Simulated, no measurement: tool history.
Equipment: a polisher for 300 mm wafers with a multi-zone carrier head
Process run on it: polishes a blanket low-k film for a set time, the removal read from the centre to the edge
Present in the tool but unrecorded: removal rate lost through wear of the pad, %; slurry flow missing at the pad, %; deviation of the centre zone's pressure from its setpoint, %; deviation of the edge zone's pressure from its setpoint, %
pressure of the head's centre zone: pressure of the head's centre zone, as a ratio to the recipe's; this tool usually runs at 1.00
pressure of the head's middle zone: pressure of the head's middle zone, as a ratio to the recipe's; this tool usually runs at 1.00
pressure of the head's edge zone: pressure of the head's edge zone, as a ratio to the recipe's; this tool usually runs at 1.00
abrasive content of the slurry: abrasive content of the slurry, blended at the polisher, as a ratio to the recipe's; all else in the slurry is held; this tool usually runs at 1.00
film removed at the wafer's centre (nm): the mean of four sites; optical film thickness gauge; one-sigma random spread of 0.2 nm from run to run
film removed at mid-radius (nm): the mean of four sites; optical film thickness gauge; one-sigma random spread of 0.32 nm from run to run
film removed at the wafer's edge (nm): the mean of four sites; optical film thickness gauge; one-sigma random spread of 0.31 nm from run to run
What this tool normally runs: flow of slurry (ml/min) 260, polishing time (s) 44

run,day,flow of slurry (ml/min),pressure of the head's centre zone,pressure of the head's middle zone,pressure of the head's edge zone,abrasive content of the slurry,polishing time (s),wafers since the last listed run,wafers polished on this pad,hours since the slurry nozzle was cleaned,hours since the centre zone pressure was calibrated,hours since the edge zone pressure was calibrated,hours since the carrier head's membrane was replaced,"incoming thickness of the incoming film, nm",film removed at the wafer's centre (nm),film removed at mid-radius (nm),film removed at the wafer's edge (nm)
1,0.000,220,1.00,1.00,1.00,1.00,44,0,3492,340.0,361.9,697.6,1206.0,350.9,17.2,17.9,19.5
2,3.921,260,1.00,1.00,1.00,1.00,44,817,4310,434.1,456.0,791.7,1300.1,351.9,17.8,18.9,20.1
3,6.758,260,1.00,1.00,1.00,1.00,44,591,4902,502.2,524.1,859.8,1368.2,348.1,17.8,18.7,19.9
# day 7.829: worn pad replaced by a new one
4,8.554,260,1.00,1.00,1.00,1.00,44,339,151,545.3,567.2,902.9,1411.3,356.4,17.5,18.3,19.2
# day 11.375: edge zone pressure recalibrated
# day 12.662: carrier head's membrane replaced by a new one
5,12.738,260,1.00,1.00,0.97,1.25,44,811,962,645.7,667.6,32.7,1.8,349.5,18.6,19.6,20.7
# day 13.779: slurry nozzle cleaned
6,15.200,260,1.06,1.00,1.00,1.25,44,505,1467,34.1,726.7,91.8,60.9,353.6,24.3,23.9,23.5
7,17.154,260,1.00,0.93,0.90,1.00,44,407,1875,81.0,773.6,138.7,107.8,346.1,20.6,20.2,21.3
8,18.829,260,1.00,1.00,1.00,1.00,44,349,2225,121.2,813.8,178.9,148.0,349.4,20.4,21.0,21.9
9,21.196,260,1.00,1.00,1.00,1.00,44,493,2718,178.0,870.6,235.7,204.8,349.4,20.1,20.4,21.1
10,24.562,260,1.00,1.00,1.00,1.00,44,702,3421,258.8,951.4,316.5,285.6,349.2,18.8,20.2,20.4
11,26.333,260,1.00,1.00,1.00,1.15,44,369,3790,301.3,993.9,359.0,328.1,347.9,19.5,20.8,21.1
# day 28.712: centre zone pressure recalibrated
12,28.862,260,1.00,1.00,1.07,0.85,55,510,4300,362.0,3.6,419.7,388.8,350.3,21.5,22.4,24.6
13,32.421,260,1.00,1.00,1.00,1.00,44,742,5043,447.4,89.0,505.1,474.2,350.6,17.6,18.4,19.9
# day 33.750: worn pad replaced by a new one
14,34.238,260,1.00,1.00,1.00,1.00,31,344,101,491.0,132.6,548.7,517.8,350.8,12.3,12.8,13.7
15,35.792,225,1.00,1.06,0.89,1.20,44,324,426,528.3,169.9,586.0,555.1,345.7,16.7,18.5,18.4
# day 39.825: slurry nozzle cleaned
16,39.846,260,1.05,1.00,1.00,1.00,35,837,1263,0.5,267.2,683.3,652.4,345.7,18.0,17.4,17.6
17,43.312,260,1.00,1.00,1.00,1.00,54,723,1986,83.7,350.4,766.5,735.6,345.6,25.4,25.8,27.0
18,45.933,260,1.04,1.06,1.00,1.00,44,546,2533,146.6,413.3,829.4,798.5,355.2,20.8,21.7,21.5
# day 47.338: edge zone pressure recalibrated
19,48.238,320,1.00,1.05,1.00,1.00,44,463,2996,201.9,468.6,21.6,853.8,351.1,20.5,21.8,21.5
20,51.758,345,0.94,1.00,0.89,1.00,36,734,3730,286.4,553.1,106.1,938.3,353.7,15.8,17.4,16.2
21,56.083,260,1.04,1.00,0.89,1.00,44,902,4633,390.2,656.9,209.9,1042.1,348.7,18.1,18.3,18.8

What was the tool's hidden state at every run in the log?
removal rate lost through wear of the pad, %: 0 across all the runs
deviation of the centre zone's pressure from its setpoint, %: 0 across all the runs
deviation of the edge zone's pressure from its setpoint, %: 0 across all the runs
H1: slurry flow missing at the pad, %
run,H1
1,38
2,40.9
3,42.3
4,43
5,44.2
6,11.9
7,19.2
8,24.2
9,29.9
10,35.6
11,37.9
12,40.3
13,42.8
14,43.7
15,44.4
16,8.31
17,22.3
18,29.7
19,34.6
20,39.9
21,44
